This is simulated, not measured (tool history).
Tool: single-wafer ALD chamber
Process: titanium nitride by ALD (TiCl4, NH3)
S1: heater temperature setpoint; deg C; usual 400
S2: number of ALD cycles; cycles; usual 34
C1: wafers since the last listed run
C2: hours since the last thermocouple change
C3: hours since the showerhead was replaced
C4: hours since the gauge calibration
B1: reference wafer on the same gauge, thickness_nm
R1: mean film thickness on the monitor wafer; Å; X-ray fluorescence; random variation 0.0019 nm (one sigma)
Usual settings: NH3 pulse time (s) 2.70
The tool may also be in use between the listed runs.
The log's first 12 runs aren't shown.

run 13 hour=157.4 | S1=400 S2=34 NH3_pulse_time_(s)=2.70 | C1=26 C2=861.6 C3=50.2 C4=15.4 | B1=0.886 | R1=7.49
run 14 hour=168.8 | S1=400 S2=34 NH3_pulse_time_(s)=2.70 | C1=42 C2=873.0 C3=61.6 C4=26.8 | B1=0.885 | R1=7.48
run 15 hour=183.7 | S1=400 S2=34 NH3_pulse_time_(s)=2.70 | C1=55 C2=887.9 C3=76.5 C4=41.7 | B1=0.886 | R1=7.49
run 16 hour=192.4 | S1=400 S2=34 NH3_pulse_time_(s)=2.70 | C1=32 C2=896.6 C3=85.2 C4=50.4 | B1=0.886 | R1=7.50
run 17 hour=203.8 | S1=386 S2=28 NH3_pulse_time_(s)=2.22 | C1=42 C2=908.0 C3=96.6 C4=61.8 | B1=0.886 | R1=6.05
run 18 hour=219.0 | S1=400 S2=34 NH3_pulse_time_(s)=2.70 | C1=56 C2=923.2 C3=111.8 C4=77.0 | B1=0.886 | R1=7.51
run 19 hour=235.2 | S1=400 S2=34 NH3_pulse_time_(s)=2.70 | C1=60 C2=939.4 C3=128.0 C4=93.2 | B1=0.887 | R1=7.49
run 20 hour=241.8 | S1=405 S2=39 NH3_pulse_time_(s)=2.70 | C1=24 C2=946.0 C3=134.6 C4=99.8 | B1=0.886 | R1=8.61
run 21 hour=253.5 | S1=400 S2=36 NH3_pulse_time_(s)=2.70 | C1=43 C2=957.7 C3=146.3 C4=111.5 | B1=0.887 | R1=7.91
-- hour=267.9 thermocouple changed; heater temperature recalibrated
run 22 hour=268.4 | S1=396 S2=38 NH3_pulse_time_(s)=3.24 | C1=25 C2=0.5 C3=161.2 C4=126.4 | B1=0.888 | R1=8.37
run 23 hour=268.8 | S1=400 S2=34 NH3_pulse_time_(s)=2.70 | C1=1 C2=0.9 C3=161.6 C4=126.8 | B1=0.888 | R1=7.45
run 24 hour=274.6 | S1=407 S2=38 NH3_pulse_time_(s)=2.06 | C1=21 C2=6.7 C3=167.4 C4=132.6 | B1=0.888 | R1=8.31
run 25 hour=283.7 | S1=409 S2=34 NH3_pulse_time_(s)=2.70 | C1=33 C2=15.8 C3=176.5 C4=141.7 | B1=0.888 | R1=7.49
run 26 hour=297.5 | S1=400 S2=34 NH3_pulse_time_(s)=2.19 | C1=51 C2=29.6 C3=190.3 C4=155.5 | B1=0.888 | R1=7.46
run 27 hour=305.1 | S1=400 S2=34 NH3_pulse_time_(s)=3.58 | C1=28 C2=37.2 C3=197.9 C4=163.1 | B1=0.888 | R1=7.56
run 28 hour=319.0 | S1=394 S2=29 NH3_pulse_time_(s)=2.70 | C1=51 C2=51.1 C3=211.8 C4=177.0 | B1=0.889 | R1=6.37
run 29 hour=329.1 | S1=400 S2=34 NH3_pulse_time_(s)=2.70 | C1=37 C2=61.2 C3=221.9 C4=187.1 | B1=0.890 | R1=7.51
run 30 hour=338.0 | S1=412 S2=36 NH3_pulse_time_(s)=2.12 | C1=33 C2=70.1 C3=230.8 C4=196.0 | B1=0.890 | R1=7.91
run 31 hour=346.8 | S1=391 S2=34 NH3_pulse_time_(s)=2.70 | C1=32 C2=78.9 C3=239.6 C4=204.8 | B1=0.891 | R1=7.47

5 ways to go on from here, each from the tool as it stands after run 31. What would each give?
run A hour=347.3 | S1=400 S2=34 NH3_pulse_time_(s)=2.70 | C1=1 C2=79.4 C3=240.1 C4=205.3 | B1=? | R1=?
run B hour=347.3 | S1=400 S2=39 NH3_pulse_time_(s)=2.25 | C1=1 C2=79.4 C3=240.1 C4=205.3 | B1=? | R1=?
run C hour=347.3 | S1=413 S2=32 NH3_pulse_time_(s)=3.76 | C1=1 C2=79.4 C3=240.1 C4=205.3 | B1=? | R1=?
run D hour=347.3 | S1=400 S2=30 NH3_pulse_time_(s)=3.47 | C1=1 C2=79.4 C3=240.1 C4=205.3 | B1=? | R1=?
run E hour=347.3 | S1=409 S2=34 NH3_pulse_time_(s)=3.78 | C1=1 C2=79.4 C3=240.1 C4=205.3 | B1=? | R1=?

run=A B1=0.891 R1=7.51
run=B B1=0.891 R1=8.57
run=C B1=0.891 R1=7.14
run=D B1=0.891 R1=6.67
run=E B1=0.891 R1=7.59
Without the tool's hidden state the same runs would have given:
run=A R1=7.46
run=B R1=8.51
run=C R1=7.09
run=D R1=6.63
run=E R1=7.53
